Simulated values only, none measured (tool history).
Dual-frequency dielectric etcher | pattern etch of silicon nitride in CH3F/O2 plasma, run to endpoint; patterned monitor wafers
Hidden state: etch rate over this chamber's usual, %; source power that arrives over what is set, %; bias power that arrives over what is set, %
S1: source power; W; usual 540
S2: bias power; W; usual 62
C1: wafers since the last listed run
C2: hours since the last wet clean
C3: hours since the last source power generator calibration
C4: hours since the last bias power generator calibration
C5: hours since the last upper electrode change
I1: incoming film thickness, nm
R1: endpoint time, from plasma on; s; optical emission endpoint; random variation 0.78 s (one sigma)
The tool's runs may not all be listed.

{"run": 1, "hour": 0.0, "S1": 540, "S2": 62, "C1": 0, "C2": 202.1, "C3": 4783.6, "C4": 3376.1, "C5": 2318.2, "I1": 95.7, "R1": 96.7}
{"run": 2, "hour": 14.1, "S1": 430, "S2": 62, "C1": 72, "C2": 216.2, "C3": 4797.7, "C4": 3390.2, "C5": 2332.3, "I1": 95.6, "R1": 102.1}
{"run": 3, "hour": 27.8, "S1": 540, "S2": 62, "C1": 70, "C2": 229.9, "C3": 4811.4, "C4": 3403.9, "C5": 2346.0, "I1": 96.2, "R1": 98.1}
{"run": 4, "hour": 49.4, "S1": 540, "S2": 62, "C1": 110, "C2": 251.5, "C3": 4833.0, "C4": 3425.5, "C5": 2367.6, "I1": 95.4, "R1": 95.2}
{"run": 5, "hour": 73.5, "S1": 540, "S2": 62, "C1": 123, "C2": 275.6, "C3": 4857.1, "C4": 3449.6, "C5": 2391.7, "I1": 95.4, "R1": 97.1}
{"run": 6, "hour": 96.3, "S1": 540, "S2": 62, "C1": 116, "C2": 298.4, "C3": 4879.9, "C4": 3472.4, "C5": 2414.5, "I1": 96.1, "R1": 97.0}
{"run": 7, "hour": 130.4, "S1": 580, "S2": 54, "C1": 174, "C2": 332.5, "C3": 4914.0, "C4": 3506.5, "C5": 2448.6, "I1": 95.1, "R1": 101.0}
{"run": 8, "hour": 153.0, "S1": 580, "S2": 54, "C1": 115, "C2": 355.1, "C3": 4936.6, "C4": 3529.1, "C5": 2471.2, "I1": 94.9, "R1": 98.7}
{"run": 9, "hour": 187.1, "S1": 580, "S2": 54, "C1": 174, "C2": 389.2, "C3": 4970.7, "C4": 3563.2, "C5": 2505.3, "I1": 95.3, "R1": 100.4}
{"run": 10, "hour": 240.5, "S1": 540, "S2": 51, "C1": 274, "C2": 442.6, "C3": 5024.1, "C4": 3616.6, "C5": 2558.7, "I1": 96.3, "R1": 106.0}
{"run": 11, "hour": 252.8, "S1": 540, "S2": 51, "C1": 63, "C2": 454.9, "C3": 5036.4, "C4": 3628.9, "C5": 2571.0, "I1": 95.2, "R1": 104.7}
{"hour": 296.3, "done": "wet clean of the chamber"}
{"hour": 306.1, "done": "upper electrode replaced"}
{"run": 12, "hour": 306.6, "S1": 540, "S2": 51, "C1": 102, "C2": 10.3, "C3": 5090.2, "C4": 3682.7, "C5": 0.5, "I1": 95.3, "R1": 100.5}
{"run": 13, "hour": 315.5, "S1": 430, "S2": 51, "C1": 45, "C2": 19.2, "C3": 5099.1, "C4": 3691.6, "C5": 9.4, "I1": 95.4, "R1": 111.3}

Forecast run 14:
{"run": 14, "hour": 414.1, "S1": 580, "S2": 54, "C1": 505, "C2": 117.8, "C3": 5197.7, "C4": 3790.2, "C5": 108.0, "I1": 95.4, "R1": "?"}

{"run 14": {"R1": 100.0}}
Without the tool's hidden state the same run would have given R1 98.9 s.
